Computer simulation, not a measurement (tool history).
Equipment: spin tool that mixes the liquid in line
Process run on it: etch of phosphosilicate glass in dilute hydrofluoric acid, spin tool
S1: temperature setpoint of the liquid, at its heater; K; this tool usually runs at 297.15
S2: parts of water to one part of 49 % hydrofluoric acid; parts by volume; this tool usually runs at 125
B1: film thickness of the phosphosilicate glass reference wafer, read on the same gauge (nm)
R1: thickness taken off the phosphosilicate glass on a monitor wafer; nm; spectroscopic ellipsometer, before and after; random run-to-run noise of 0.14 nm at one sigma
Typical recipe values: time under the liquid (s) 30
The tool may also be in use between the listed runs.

{"run": 1, "hour": 0.0, "S1": 297.15, "S2": 125, "time under the liquid (s)": 30, "B1": 150.01, "R1": 32.33}
{"run": 2, "hour": 33.8, "S1": 297.15, "S2": 125, "time under the liquid (s)": 30, "B1": 149.98, "R1": 32.26}
{"run": 3, "hour": 56.9, "S1": 298.15, "S2": 125, "time under the liquid (s)": 30, "B1": 150.02, "R1": 33.7}
{"run": 4, "hour": 88.1, "S1": 298.15, "S2": 125, "time under the liquid (s)": 30, "B1": 150.0, "R1": 33.51}
{"run": 5, "hour": 107.4, "S1": 297.15, "S2": 125, "time under the liquid (s)": 30, "B1": 150.04, "R1": 32.4}
{"run": 6, "hour": 201.7, "S1": 297.15, "S2": 125, "time under the liquid (s)": 30, "B1": 149.98, "R1": 32.47}
{"run": 7, "hour": 234.7, "S1": 297.15, "S2": 125, "time under the liquid (s)": 30, "B1": 149.99, "R1": 32.49}
{"run": 8, "hour": 252.5, "S1": 297.15, "S2": 155, "time under the liquid (s)": 30, "B1": 150.02, "R1": 24.89}
{"run": 9, "hour": 266.9, "S1": 297.15, "S2": 125, "time under the liquid (s)": 30, "B1": 150.0, "R1": 32.14}
{"run": 10, "hour": 301.9, "S1": 297.15, "S2": 125, "time under the liquid (s)": 30, "B1": 149.99, "R1": 32.44}
{"run": 11, "hour": 322.1, "S1": 297.15, "S2": 125, "time under the liquid (s)": 30, "B1": 149.99, "R1": 32.44}
{"hour": 335.5, "done": "hydrofluoric acid flow meter replaced"}
{"run": 12, "hour": 350.1, "S1": 297.15, "S2": 125, "time under the liquid (s)": 30, "B1": 150.0, "R1": 32.19}
{"run": 13, "hour": 383.4, "S1": 297.15, "S2": 125, "time under the liquid (s)": 30, "B1": 150.0, "R1": 32.11}
{"run": 14, "hour": 397.9, "S1": 297.15, "S2": 125, "time under the liquid (s)": 30, "B1": 149.98, "R1": 32.35}
{"run": 15, "hour": 425.2, "S1": 293.15, "S2": 125, "time under the liquid (s)": 30, "B1": 150.0, "R1": 27.59}
{"run": 16, "hour": 443.4, "S1": 293.15, "S2": 125, "time under the liquid (s)": 30, "B1": 150.0, "R1": 27.72}
{"run": 17, "hour": 478.5, "S1": 297.15, "S2": 125, "time under the liquid (s)": 30, "B1": 150.0, "R1": 32.31}
{"run": 18, "hour": 508.2, "S1": 299.65, "S2": 90, "time under the liquid (s)": 35, "B1": 150.0, "R1": 60.21}
{"run": 19, "hour": 534.5, "S1": 297.15, "S2": 125, "time under the liquid (s)": 30, "B1": 150.01, "R1": 32.17}
{"run": 20, "hour": 551.8, "S1": 297.15, "S2": 125, "time under the liquid (s)": 45, "B1": 150.0, "R1": 48.22}
{"run": 21, "hour": 572.0, "S1": 299.65, "S2": 175, "time under the liquid (s)": 30, "B1": 150.01, "R1": 23.85}
{"run": 22, "hour": 590.2, "S1": 297.15, "S2": 125, "time under the liquid (s)": 30, "B1": 150.0, "R1": 32.41}
{"run": 23, "hour": 625.7, "S1": 298.65, "S2": 150, "time under the liquid (s)": 30, "B1": 150.02, "R1": 27.87}
{"hour": 640.5, "done": "thermometer replaced"}
{"run": 24, "hour": 659.6, "S1": 293.65, "S2": 170, "time under the liquid (s)": 25, "B1": 149.97, "R1": 16.28}
{"run": 25, "hour": 678.7, "S1": 294.15, "S2": 125, "time under the liquid (s)": 30, "B1": 149.97, "R1": 28.79}
{"hour": 738.2, "done": "gauge calibrated"}
{"run": 26, "hour": 754.8, "S1": 297.15, "S2": 165, "time under the liquid (s)": 45, "B1": 149.97, "R1": 34.83}
{"run": 27, "hour": 779.4, "S1": 295.15, "S2": 170, "time under the liquid (s)": 30, "B1": 150.02, "R1": 20.77}
{"run": 28, "hour": 801.7, "S1": 293.15, "S2": 125, "time under the liquid (s)": 40, "B1": 150.0, "R1": 37.13}
{"run": 29, "hour": 819.6, "S1": 292.65, "S2": 125, "time under the liquid (s)": 45, "B1": 150.02, "R1": 40.7}
{"run": 30, "hour": 850.5, "S1": 293.65, "S2": 125, "time under the liquid (s)": 30, "B1": 150.01, "R1": 28.14}
{"run": 31, "hour": 868.9, "S1": 301.15, "S2": 165, "time under the liquid (s)": 25, "B1": 150.02, "R1": 22.6}
{"run": 32, "hour": 881.5, "S1": 297.15, "S2": 125, "time under the liquid (s)": 30, "B1": 150.0, "R1": 32.36}
{"run": 33, "hour": 912.8, "S1": 297.15, "S2": 160, "time under the liquid (s)": 40, "B1": 150.01, "R1": 32.03}
{"run": 34, "hour": 945.3, "S1": 297.15, "S2": 70, "time under the liquid (s)": 30, "B1": 149.97, "R1": 61.7}

Predict each of these 3 candidate next runs independently; none follows another, all start after run 34:
{"run": "A", "hour": 945.7, "S1": 297.15, "S2": 170, "time under the liquid (s)": 30, "B1": "?", "R1": "?"}
{"run": "B", "hour": 945.7, "S1": 292.65, "S2": 105, "time under the liquid (s)": 45, "B1": "?", "R1": "?"}
{"run": "C", "hour": 945.7, "S1": 297.15, "S2": 90, "time under the liquid (s)": 45, "B1": "?", "R1": "?"}

run=A B1=150.00 R1=22.61
run=B B1=150.00 R1=49.40
run=C B1=150.00 R1=70.38
Stripped of hidden state, with their random variation kept, the same runs would have yielded:
run=A R1=22.61
run=B R1=49.40
run=C R1=70.38
